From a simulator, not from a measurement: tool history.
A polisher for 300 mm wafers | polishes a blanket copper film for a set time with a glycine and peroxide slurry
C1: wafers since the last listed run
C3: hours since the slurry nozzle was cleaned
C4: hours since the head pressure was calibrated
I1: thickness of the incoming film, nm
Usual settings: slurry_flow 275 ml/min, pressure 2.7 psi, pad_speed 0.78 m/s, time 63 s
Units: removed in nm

{"run": 1, "hour": 0.0, "slurry_flow": 275, "pressure": 2.7, "pad_speed": 0.78, "time": 63, "C1": 0, "wafers polished on this pad": 1137, "C3": 278, "C4": 632.3, "I1": 2230.5, "removed": 314.2}
{"hour": 61.4, "done": "head pressure recalibrated"}
{"run": 2, "hour": 138.5, "slurry_flow": 275, "pressure": 2.7, "pad_speed": 0.78, "time": 63, "C1": 706, "wafers polished on this pad": 1844, "C3": 416.5, "C4": 77.1, "I1": 2193.2, "removed": 335.9}
{"run": 3, "hour": 198.1, "slurry_flow": 275, "pressure": 2.7, "pad_speed": 0.78, "time": 63, "C1": 308, "wafers polished on this pad": 2152, "C3": 476.1, "C4": 136.7, "I1": 2231.4, "removed": 332}
{"run": 4, "hour": 286.7, "slurry_flow": 275, "pressure": 2.7, "pad_speed": 0.78, "time": 63, "C1": 458, "wafers polished on this pad": 2610, "C3": 564.7, "C4": 225.3, "I1": 2194.5, "removed": 330.9}
{"hour": 294.4, "done": "worn pad replaced by a new one"}
{"run": 5, "hour": 342.3, "slurry_flow": 275, "pressure": 2.7, "pad_speed": 0.78, "time": 51, "C1": 266, "wafers polished on this pad": 248, "C3": 620.3, "C4": 280.9, "I1": 2218.2, "removed": 263}
{"run": 6, "hour": 392.5, "slurry_flow": 275, "pressure": 2.7, "pad_speed": 0.78, "time": 51, "C1": 259, "wafers polished on this pad": 507, "C3": 670.5, "C4": 331.1, "I1": 2243, "removed": 263.3}
{"run": 7, "hour": 461.5, "slurry_flow": 275, "pressure": 2.7, "pad_speed": 0.78, "time": 51, "C1": 357, "wafers polished on this pad": 864, "C3": 739.5, "C4": 400.1, "I1": 2191, "removed": 258.4}
{"hour": 481.2, "done": "slurry nozzle cleaned"}
{"run": 8, "hour": 551.0, "slurry_flow": 275, "pressure": 2.7, "pad_speed": 0.78, "time": 63, "C1": 457, "wafers polished on this pad": 1322, "C3": 69.8, "C4": 489.6, "I1": 2216.7, "removed": 319.3}
{"run": 9, "hour": 601.3, "slurry_flow": 275, "pressure": 2.7, "pad_speed": 0.78, "time": 63, "C1": 260, "wafers polished on this pad": 1582, "C3": 120.1, "C4": 539.9, "I1": 2246.7, "removed": 318.1}
{"run": 10, "hour": 676.9, "slurry_flow": 275, "pressure": 2.7, "pad_speed": 0.78, "time": 63, "C1": 391, "wafers polished on this pad": 1974, "C3": 195.7, "C4": 615.5, "I1": 2231.2, "removed": 321.4}
{"hour": 737.1, "done": "worn pad replaced by a new one, of another model than before"}
{"run": 11, "hour": 781.7, "slurry_flow": 275, "pressure": 2.7, "pad_speed": 0.78, "time": 63, "C1": 521, "wafers polished on this pad": 230, "C3": 300.5, "C4": 720.3, "I1": 2236.6, "removed": 308.6}
{"run": 12, "hour": 826.5, "slurry_flow": 275, "pressure": 2.7, "pad_speed": 0.78, "time": 63, "C1": 231, "wafers polished on this pad": 462, "C3": 345.3, "C4": 765.1, "I1": 2250.5, "removed": 309.5}
{"hour": 864.8, "done": "head pressure recalibrated"}
{"run": 13, "hour": 931.1, "slurry_flow": 275, "pressure": 2.7, "pad_speed": 0.78, "time": 63, "C1": 530, "wafers polished on this pad": 993, "C3": 449.9, "C4": 66.3, "I1": 2200.5, "removed": 330.4}
{"run": 14, "hour": 1030.8, "slurry_flow": 275, "pressure": 2.7, "pad_speed": 0.78, "time": 63, "C1": 515, "wafers polished on this pad": 1509, "C3": 549.6, "C4": 166, "I1": 2224.7, "removed": 321.9}
{"run": 15, "hour": 1112.0, "slurry_flow": 275, "pressure": 2.7, "pad_speed": 0.78, "time": 63, "C1": 420, "wafers polished on this pad": 1929, "C3": 630.8, "C4": 247.2, "I1": 2223.7, "removed": 316.3}
{"run": 16, "hour": 1182.4, "slurry_flow": 275, "pressure": 2.7, "pad_speed": 0.78, "time": 63, "C1": 364, "wafers polished on this pad": 2293, "C3": 701.2, "C4": 317.6, "I1": 2250.9, "removed": 308.8}
{"run": 17, "hour": 1254.1, "slurry_flow": 275, "pressure": 3.1, "pad_speed": 0.9, "time": 63, "C1": 370, "wafers polished on this pad": 2664, "C3": 772.9, "C4": 389.3, "I1": 2238.4, "removed": 370.6}
{"hour": 1293.7, "done": "slurry nozzle cleaned"}
{"hour": 1308.1, "done": "worn pad replaced by a new one"}
{"run": 18, "hour": 1313.5, "slurry_flow": 240, "pressure": 2, "pad_speed": 0.88, "time": 63, "C1": 281, "wafers polished on this pad": 27, "C3": 19.8, "C4": 448.7, "I1": 2226.3, "removed": 247.2}
{"run": 19, "hour": 1378.3, "slurry_flow": 330, "pressure": 2.3, "pad_speed": 0.88, "time": 63, "C1": 335, "wafers polished on this pad": 363, "C3": 84.6, "C4": 513.5, "I1": 2219.4, "removed": 278.6}
{"run": 20, "hour": 1473.9, "slurry_flow": 370, "pressure": 2.7, "pad_speed": 0.78, "time": 63, "C1": 494, "wafers polished on this pad": 857, "C3": 180.2, "C4": 609.1, "I1": 2223.6, "removed": 309.2}
{"run": 21, "hour": 1571.0, "slurry_flow": 275, "pressure": 2.7, "pad_speed": 0.78, "time": 63, "C1": 502, "wafers polished on this pad": 1360, "C3": 277.3, "C4": 706.2, "I1": 2192.7, "removed": 303.6}
{"run": 22, "hour": 1644.2, "slurry_flow": 275, "pressure": 3.1, "pad_speed": 0.78, "time": 63, "C1": 378, "wafers polished on this pad": 1739, "C3": 350.5, "C4": 779.4, "I1": 2224.3, "removed": 345.1}
{"hour": 1736.2, "done": "worn pad replaced by a new one"}
{"hour": 1743.6, "done": "head pressure recalibrated"}
{"run": 23, "hour": 1748.8, "slurry_flow": 220, "pressure": 3.5, "pad_speed": 0.6, "time": 45, "C1": 510, "wafers polished on this pad": 54, "C3": 455.1, "C4": 5.2, "I1": 2206.8, "removed": 274}
{"run": 24, "hour": 1804.9, "slurry_flow": 275, "pressure": 2.4, "pad_speed": 0.94, "time": 63, "C1": 290, "wafers polished on this pad": 345, "C3": 511.2, "C4": 61.3, "I1": 2258.2, "removed": 323.4}
{"run": 25, "hour": 1912.8, "slurry_flow": 275, "pressure": 2.7, "pad_speed": 0.78, "time": 63, "C1": 558, "wafers polished on this pad": 903, "C3": 619.1, "C4": 169.2, "I1": 2188.5, "removed": 320.7}
{"run": 26, "hour": 2011.5, "slurry_flow": 275, "pressure": 2.7, "pad_speed": 0.78, "time": 63, "C1": 510, "wafers polished on this pad": 1414, "C3": 717.8, "C4": 267.9, "I1": 2243.2, "removed": 316.7}
{"run": 27, "hour": 2197.5, "slurry_flow": 225, "pressure": 3.2, "pad_speed": 0.88, "time": 83, "C1": 962, "wafers polished on this pad": 2376, "C3": 903.8, "C4": 453.9, "I1": 2233.4, "removed": 498.6}
{"hour": 2236.4, "done": "slurry nozzle cleaned"}
{"hour": 2244.5, "done": "worn pad replaced by a new one"}
{"run": 28, "hour": 2251.2, "slurry_flow": 225, "pressure": 3.6, "pad_speed": 0.56, "time": 63, "C1": 251, "wafers polished on this pad": 34, "C3": 14.8, "C4": 507.6, "I1": 2253.7, "removed": 349.5}
{"run": 29, "hour": 2318.3, "slurry_flow": 330, "pressure": 3.6, "pad_speed": 0.78, "time": 76, "C1": 347, "wafers polished on this pad": 381, "C3": 81.9, "C4": 574.7, "I1": 2191.4, "removed": 486.1}
{"run": 30, "hour": 2400.1, "slurry_flow": 275, "pressure": 2.7, "pad_speed": 0.78, "time": 53, "C1": 423, "wafers polished on this pad": 805, "C3": 163.7, "C4": 656.5, "I1": 2240, "removed": 258.1}
{"hour": 2468.6, "done": "head pressure recalibrated"}
{"run": 31, "hour": 2504.8, "slurry_flow": 275, "pressure": 2.7, "pad_speed": 0.66, "time": 52, "C1": 531, "wafers polished on this pad": 1336, "C3": 268.4, "C4": 36.2, "I1": 2222.7, "removed": 264.6}

What the log doesn't show, run by run:
removal rate lost through wear of the pad, %: 0 in every run
slurry flow missing at the pad, %: 0 in every run
H1: deviation of the head's pressure from its setpoint, %
run=1 H1=-10.8
run=2 H1=-1.68
run=3 H1=-3.56
run=4 H1=-5.68
run=5 H1=-6.69
run=6 H1=-7.44
run=7 H1=-8.27
run=8 H1=-9.06
run=9 H1=-9.41
run=10 H1=-9.81
run=11 H1=-10.2
run=12 H1=-10.3
run=13 H1=-3.67
run=14 H1=-6.72
run=15 H1=-8.49
run=16 H1=-9.64
run=17 H1=-10.5
run=18 H1=-11.1
run=19 H1=-11.6
run=20 H1=-12.2
run=21 H1=-12.6
run=22 H1=-12.8
run=23 H1=-0.17
run=24 H1=-2.51
run=25 H1=-5.83
run=26 H1=-7.88
run=27 H1=-10.2
run=28 H1=-10.6
run=29 H1=-11
run=30 H1=-11.4
run=31 H1=-1.56

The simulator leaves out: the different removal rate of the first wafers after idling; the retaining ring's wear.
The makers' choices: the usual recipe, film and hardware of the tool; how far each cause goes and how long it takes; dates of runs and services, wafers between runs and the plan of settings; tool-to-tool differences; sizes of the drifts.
